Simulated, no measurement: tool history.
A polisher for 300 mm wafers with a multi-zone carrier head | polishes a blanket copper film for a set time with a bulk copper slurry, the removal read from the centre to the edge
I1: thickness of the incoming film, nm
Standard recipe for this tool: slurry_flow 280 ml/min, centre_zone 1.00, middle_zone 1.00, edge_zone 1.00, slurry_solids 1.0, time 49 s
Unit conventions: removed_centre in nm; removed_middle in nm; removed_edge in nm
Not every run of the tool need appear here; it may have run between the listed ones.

Run 1, day 0.000: usual settings; I1 2947.8. Result: removed_centre 243.8 nm, removed_middle 257.2 nm, removed_edge 249.8 nm.
Run 2, day 0.338: usual settings but slurry_flow 210 ml/min; I1 2913.5. Result: removed_centre 268.8 nm, removed_middle 268.6 nm, removed_edge 271.9 nm.
Run 3, day 0.604: usual settings but slurry_flow 210 ml/min; I1 2911.8. Result: removed_centre 265.9 nm, removed_middle 277.1 nm, removed_edge 270.3 nm.
Run 4, day 1.254: usual settings but slurry_flow 210 ml/min; I1 2939.6. Result: removed_centre 262.1 nm, removed_middle 263.1 nm, removed_edge 264.7 nm.
Run 5, day 1.571: usual settings; I1 2932.6. Result: removed_centre 263.9 nm, removed_middle 274.9 nm, removed_edge 269.2 nm.
Run 6, day 1.829: usual settings; I1 2879.3. Result: removed_centre 256.5 nm, removed_middle 270.9 nm, removed_edge 266.1 nm.
Run 7, day 2.546: usual settings; I1 2925.5. Result: removed_centre 256.1 nm, removed_middle 260.6 nm, removed_edge 255.9 nm.
Run 8, day 3.288: usual settings but time 54 s; I1 2954.3. Result: removed_centre 270.1 nm, removed_middle 269.9 nm, removed_edge 266.0 nm.
Run 9, day 3.988: usual settings; I1 2968.4. Result: removed_centre 272.6 nm, removed_middle 283.3 nm, removed_edge 277.0 nm.
Run 10, day 4.250: usual settings but edge_zone 1.07; I1 2887.5. Result: removed_centre 269.4 nm, removed_middle 281.9 nm, removed_edge 288.0 nm.
Run 11, day 4.662: usual settings but centre_zone 1.03, middle_zone 0.97, time 44 s; I1 2927.1. Result: removed_centre 246.4 nm, removed_middle 239.5 nm, removed_edge 244.2 nm.
Run 12, day 5.246: usual settings but middle_zone 0.92, slurry_solids 1.2, time 35 s; I1 2942.3. Result: removed_centre 201.5 nm, removed_middle 200.0 nm, removed_edge 204.5 nm.
Run 13, day 5.712: usual settings but slurry_flow 235 ml/min, centre_zone 0.90; I1 2887.8. Result: removed_centre 234.6 nm, removed_middle 262.3 nm, removed_edge 261.5 nm.
Run 14, day 6.258: usual settings but slurry_flow 195 ml/min, centre_zone 0.94, middle_zone 0.95, time 62 s; I1 2955.4. Result: removed_centre 292.1 nm, removed_middle 307.2 nm, removed_edge 315.4 nm.
Run 15, day 6.788: usual settings but edge_zone 0.88, time 56 s; I1 2930.5. Result: removed_centre 274.7 nm, removed_middle 289.1 nm, removed_edge 262.8 nm.
Run 16, day 7.208: usual settings but slurry_flow 250 ml/min, centre_zone 1.04, middle_zone 0.93, time 40 s; I1 2878.7. Result: removed_centre 231.9 nm, removed_middle 215.2 nm, removed_edge 222.9 nm.

The log once held 7 entries between its listed runs, left out of this copy. Where does each go, and what is different about the tool's unlogged condition between the listed run before it and the listed run after it?
In the gap between runs 1 and 2: worn pad replaced by a new one (day 0.154)
  removal rate lost through wear of the pad, %: 10.5 -> 1.58
  measured less the result without the state, removed_centre: -28.5 -> -4.3 nm; removed_middle: -30.1 -> -4.3 nm; removed_edge: -29.1 -> -4.3 nm
In the gap between runs 6 and 7: slurry nozzle cleaned (day 2.317)
  removal rate lost through wear of the pad, %: 4.7 -> 7.98
  measured less the result without the state, removed_centre: -12.7 -> -22.2 nm; removed_middle: -13.4 -> -22.6 nm; removed_edge: -13.1 -> -22.2 nm
In the gap between runs 8 and 9: worn pad replaced by a new one (day 3.617); edge zone pressure recalibrated (day 3.667)
  removal rate lost through wear of the pad, %: 12.6 -> 1.05
  measured less the result without the state, removed_centre: -38.9 -> -2.9 nm; removed_middle: -38.9 -> -3.0 nm; removed_edge: -38.4 -> -2.9 nm
In the gap between runs 10 and 11: centre zone pressure recalibrated (day 4.471); carrier head's membrane replaced by a new one (day 4.642)
  removal rate lost through wear of the pad, %: 1.35 -> 2.13
  measured less the result without the state, removed_centre: -3.7 -> -5.3 nm; removed_middle: -3.9 -> -5.2 nm; removed_edge: -3.9 -> -5.3 nm
In the gap between runs 15 and 16: worn pad replaced by a new one (day 7.133)
  removal rate lost through wear of the pad, %: 12.2 -> 0.457
  measured less the result without the state, removed_centre: -38.3 -> -1.0 nm; removed_middle: -40.3 -> -1.0 nm; removed_edge: -36.6 -> -1.0 nm
